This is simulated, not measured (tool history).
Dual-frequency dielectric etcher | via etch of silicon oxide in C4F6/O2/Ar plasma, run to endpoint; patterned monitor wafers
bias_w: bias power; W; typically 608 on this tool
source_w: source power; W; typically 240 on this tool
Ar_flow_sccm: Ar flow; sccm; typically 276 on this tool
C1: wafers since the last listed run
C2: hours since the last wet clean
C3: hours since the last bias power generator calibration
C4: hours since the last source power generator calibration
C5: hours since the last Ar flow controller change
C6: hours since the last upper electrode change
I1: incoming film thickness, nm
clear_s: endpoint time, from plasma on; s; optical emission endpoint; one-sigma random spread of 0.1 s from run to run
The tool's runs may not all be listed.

{"run": 1, "hour": 0.0, "bias_w": 608, "source_w": 240, "Ar_flow_sccm": 276, "C1": 0, "C2": 460.9, "C3": 1702.8, "C4": 1558.7, "C5": 3062.8, "C6": 1882.9, "I1": 142.3, "clear_s": 35.4}
{"hour": 2.0, "done": "wet clean of the chamber"}
{"run": 2, "hour": 50.7, "bias_w": 608, "source_w": 240, "Ar_flow_sccm": 276, "C1": 743, "C2": 48.7, "C3": 1753.5, "C4": 1609.4, "C5": 3113.5, "C6": 1933.6, "I1": 140.9, "clear_s": 34.1}
{"run": 3, "hour": 107.1, "bias_w": 608, "source_w": 260, "Ar_flow_sccm": 276, "C1": 861, "C2": 105.1, "C3": 1809.9, "C4": 1665.8, "C5": 3169.9, "C6": 1990, "I1": 141.5, "clear_s": 33.5}
{"run": 4, "hour": 190.1, "bias_w": 608, "source_w": 260, "Ar_flow_sccm": 276, "C1": 1267, "C2": 188.1, "C3": 1892.9, "C4": 1748.8, "C5": 3252.9, "C6": 2073, "I1": 142.8, "clear_s": 34.2}
{"run": 5, "hour": 258.7, "bias_w": 608, "source_w": 240, "Ar_flow_sccm": 276, "C1": 1047, "C2": 256.7, "C3": 1961.5, "C4": 1817.4, "C5": 3321.5, "C6": 2141.6, "I1": 142.1, "clear_s": 35}
{"run": 6, "hour": 355.8, "bias_w": 608, "source_w": 240, "Ar_flow_sccm": 276, "C1": 1482, "C2": 353.8, "C3": 2058.6, "C4": 1914.5, "C5": 3418.6, "C6": 2238.7, "I1": 143.4, "clear_s": 35.4}
{"run": 7, "hour": 420.4, "bias_w": 501, "source_w": 240, "Ar_flow_sccm": 317, "C1": 986, "C2": 418.4, "C3": 2123.2, "C4": 1979.1, "C5": 3483.2, "C6": 2303.3, "I1": 143.9, "clear_s": 40.3}
{"hour": 473.7, "done": "wet clean of the chamber"}
{"run": 8, "hour": 474.2, "bias_w": 501, "source_w": 240, "Ar_flow_sccm": 317, "C1": 455, "C2": 0.5, "C3": 2177, "C4": 2032.9, "C5": 3537, "C6": 2357.1, "I1": 142.4, "clear_s": 38.6}
{"run": 9, "hour": 511.6, "bias_w": 720, "source_w": 290, "Ar_flow_sccm": 331, "C1": 571, "C2": 37.9, "C3": 2214.4, "C4": 2070.3, "C5": 3574.4, "C6": 2394.5, "I1": 144.7, "clear_s": 30.9}
{"hour": 554.1, "done": "Ar flow controller replaced"}
{"hour": 620.4, "done": "upper electrode replaced"}
{"run": 10, "hour": 711.5, "bias_w": 535, "source_w": 240, "Ar_flow_sccm": 276, "C1": 2594, "C2": 237.8, "C3": 2414.3, "C4": 2270.2, "C5": 157.4, "C6": 91.1, "I1": 143.5, "clear_s": 37.4}
{"run": 11, "hour": 752.6, "bias_w": 608, "source_w": 240, "Ar_flow_sccm": 305, "C1": 627, "C2": 278.9, "C3": 2455.4, "C4": 2311.3, "C5": 198.5, "C6": 132.2, "I1": 142.7, "clear_s": 35.1}
{"hour": 780.6, "done": "source power generator calibrated"}
{"run": 12, "hour": 798.0, "bias_w": 683, "source_w": 240, "Ar_flow_sccm": 210, "C1": 632, "C2": 324.3, "C3": 2500.8, "C4": 17.4, "C5": 243.9, "C6": 177.6, "I1": 142.9, "clear_s": 31.9}
{"run": 13, "hour": 834.0, "bias_w": 608, "source_w": 280, "Ar_flow_sccm": 276, "C1": 549, "C2": 360.3, "C3": 2536.8, "C4": 53.4, "C5": 279.9, "C6": 213.6, "I1": 142.5, "clear_s": 33.6}

Predict the results of run 14:
{"hour": 930.6, "done": "wet clean of the chamber"}
{"hour": 961.6, "done": "bias power generator calibrated"}
{"run": 14, "hour": 1049.9, "bias_w": 608, "source_w": 240, "Ar_flow_sccm": 276, "C1": 2869, "C2": 119.3, "C3": 88.3, "C4": 269.3, "C5": 495.8, "C6": 429.5, "I1": 142.5, "clear_s": "?"}

{"run 14": {"clear_s": 35}}
On a tool with no hidden condition, and with the same random variation, this run would have come out at clear_s 34.8 s.
